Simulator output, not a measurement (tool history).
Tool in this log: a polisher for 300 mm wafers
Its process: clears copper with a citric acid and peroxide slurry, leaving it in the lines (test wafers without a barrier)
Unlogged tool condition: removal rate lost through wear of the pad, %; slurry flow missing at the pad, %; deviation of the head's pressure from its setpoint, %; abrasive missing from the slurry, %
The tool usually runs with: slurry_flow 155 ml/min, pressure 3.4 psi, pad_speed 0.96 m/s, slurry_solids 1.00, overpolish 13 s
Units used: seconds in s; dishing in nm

| run | hour | slurry_flow | pressure | pad_speed | slurry_solids | overpolish | wafers since the last listed run | wafers polished on this pad | hours since the slurry nozzle was cleaned | hours since the head pressure was calibrated | hours since the slurry blender was calibrated | incoming thickness of the incoming film, nm | seconds | dishing |
|---|---|---|---|---|---|---|---|---|---|---|---|---|---|---|
| 1 | 0.0 | 155 | 3.4 | 0.96 | 1.00 | 13 | 0 | 1379 | 180.1 | 47.7 | 0.5 | 325.5 | 128.7 | 26.2 |
| 2 | 13.8 | 155 | 3.4 | 0.96 | 1.00 | 13 | 69 | 1449 | 193.9 | 61.5 | 14.3 | 320.7 | 122.6 | 25.7 |
|  | 41.8 | worn pad replaced by a new one |
| 3 | 45.4 | 155 | 3.4 | 0.96 | 1.00 | 13 | 139 | 18 | 225.5 | 93.1 | 45.9 | 317.8 | 128.0 | 26.4 |
| 4 | 76.1 | 155 | 3.4 | 0.96 | 1.00 | 13 | 155 | 173 | 256.2 | 123.8 | 76.6 | 324.7 | 132.9 | 25.0 |
| 5 | 105.8 | 145 | 3.4 | 0.96 | 1.00 | 13 | 150 | 324 | 285.9 | 153.5 | 106.3 | 324.2 | 129.0 | 24.6 |
| 6 | 135.2 | 130 | 3.4 | 0.72 | 1.00 | 13 | 149 | 473 | 315.3 | 182.9 | 135.7 | 317.1 | 161.6 | 20.5 |
| 7 | 155.9 | 180 | 3.4 | 0.96 | 1.10 | 18 | 104 | 578 | 336.0 | 203.6 | 156.4 | 317.9 | 116.9 | 34.7 |
| 8 | 178.0 | 185 | 3.4 | 0.68 | 1.00 | 19 | 112 | 690 | 358.1 | 225.7 | 178.5 | 316.0 | 164.8 | 28.9 |
| 9 | 201.2 | 155 | 3.4 | 0.64 | 1.00 | 13 | 117 | 808 | 381.3 | 248.9 | 201.7 | 317.4 | 178.3 | 18.7 |
| 10 | 214.9 | 130 | 3.4 | 0.72 | 1.00 | 13 | 69 | 877 | 395.0 | 262.6 | 215.4 | 319.6 | 169.0 | 19.2 |
| 11 | 236.4 | 155 | 3.4 | 0.96 | 1.00 | 13 | 109 | 986 | 416.5 | 284.1 | 236.9 | 321.9 | 131.9 | 24.5 |
| 12 | 263.6 | 140 | 2.3 | 0.96 | 0.85 | 16 | 137 | 1124 | 443.7 | 311.3 | 264.1 | 322.4 | 202.2 | 20.8 |
| 13 | 283.0 | 155 | 3.4 | 0.74 | 0.70 | 13 | 98 | 1222 | 463.1 | 330.7 | 283.5 | 314.0 | 178.5 | 18.3 |
| 14 | 307.4 | 155 | 3.4 | 0.96 | 1.00 | 8 | 123 | 1346 | 487.5 | 355.1 | 307.9 | 322.8 | 143.3 | 15.2 |
|  | 320.2 | slurry blender recalibrated |
| 15 | 329.5 | 105 | 3.4 | 0.96 | 1.30 | 13 | 101 | 1448 | 509.6 | 377.2 | 9.3 | 324.2 | 132.3 | 24.8 |
|  | 354.6 | worn pad replaced by a new one |
| 16 | 359.0 | 155 | 3.4 | 1.28 | 1.00 | 9 | 129 | 22 | 539.1 | 406.7 | 38.8 | 317.9 | 97.8 | 24.0 |
| 17 | 379.8 | 155 | 3.8 | 1.22 | 0.90 | 13 | 105 | 127 | 559.9 | 427.5 | 59.6 | 314.1 | 95.8 | 34.5 |
| 18 | 401.1 | 155 | 3.4 | 0.96 | 1.00 | 13 | 108 | 235 | 581.2 | 448.8 | 80.9 | 323.7 | 123.2 | 25.7 |
| 19 | 425.6 | 135 | 4.3 | 0.96 | 0.80 | 6 | 124 | 360 | 605.7 | 473.3 | 105.4 | 313.7 | 111.3 | 14.0 |
| 20 | 460.0 | 155 | 2.2 | 1.14 | 1.15 | 20 | 174 | 534 | 640.1 | 507.7 | 139.8 | 317.8 | 150.8 | 32.0 |
| 21 | 485.7 | 155 | 3.4 | 0.96 | 1.00 | 13 | 130 | 664 | 665.8 | 533.4 | 165.5 | 316.3 | 129.2 | 25.9 |
| 22 | 514.5 | 155 | 3.4 | 0.96 | 1.15 | 13 | 146 | 811 | 694.6 | 562.2 | 194.3 | 323.4 | 127.4 | 26.7 |
| 23 | 545.2 | 155 | 3.0 | 1.20 | 1.00 | 13 | 155 | 966 | 725.3 | 592.9 | 225.0 | 317.5 | 121.9 | 27.1 |
| 24 | 578.9 | 155 | 3.4 | 0.96 | 1.00 | 13 | 170 | 1137 | 759.0 | 626.6 | 258.7 | 318.9 | 131.4 | 24.5 |
| 25 | 591.6 | 155 | 3.4 | 0.96 | 1.00 | 17 | 64 | 1201 | 771.7 | 639.3 | 271.4 | 313.2 | 136.1 | 31.3 |
|  | 609.1 | slurry nozzle cleaned |
|  | 623.8 | worn pad replaced by a new one |
| 26 | 625.1 | 140 | 3.4 | 0.96 | 1.00 | 20 | 144 | 6 | 16.0 | 672.8 | 304.9 | 323.6 | 139.7 | 33.7 |
| 27 | 647.4 | 195 | 3.4 | 0.96 | 1.20 | 13 | 113 | 119 | 38.3 | 695.1 | 327.2 | 317.7 | 130.4 | 25.2 |
|  | 683.1 | slurry blender recalibrated |
| 28 | 683.6 | 155 | 3.4 | 0.64 | 1.00 | 13 | 173 | 293 | 74.5 | 731.3 | 0.5 | 320.0 | 176.5 | 18.9 |

Branching from run 28: 4 alternative next runs. What would each branch give?
| A | 684.1 | 155 | 3.4 | 0.96 | 1.00 | 13 | 2 | 295 | 75.0 | 731.8 | 1.0 | 320.0 | ? | ? |
| B | 684.1 | 155 | 3.4 | 0.96 | 1.20 | 18 | 2 | 295 | 75.0 | 731.8 | 1.0 | 320.0 | ? | ? |
| C | 684.1 | 195 | 2.3 | 1.16 | 1.00 | 20 | 2 | 295 | 75.0 | 731.8 | 1.0 | 320.0 | ? | ? |
| D | 684.1 | 130 | 3.4 | 0.96 | 1.00 | 13 | 2 | 295 | 75.0 | 731.8 | 1.0 | 320.0 | ? | ? |

| run | seconds | dishing |
|---|---|---|
| A | 127.8 | 26.5 |
| B | 122.1 | 36.9 |
| C | 144.4 | 34.4 |
| D | 132.4 | 25.6 |
With no hidden state in the tool, these same runs would have given:
| run | seconds | dishing |
|---|---|---|
| A | 126.8 | 26.7 |
| B | 121.1 | 37.1 |
| C | 143.2 | 34.7 |
| D | 131.4 | 25.8 |
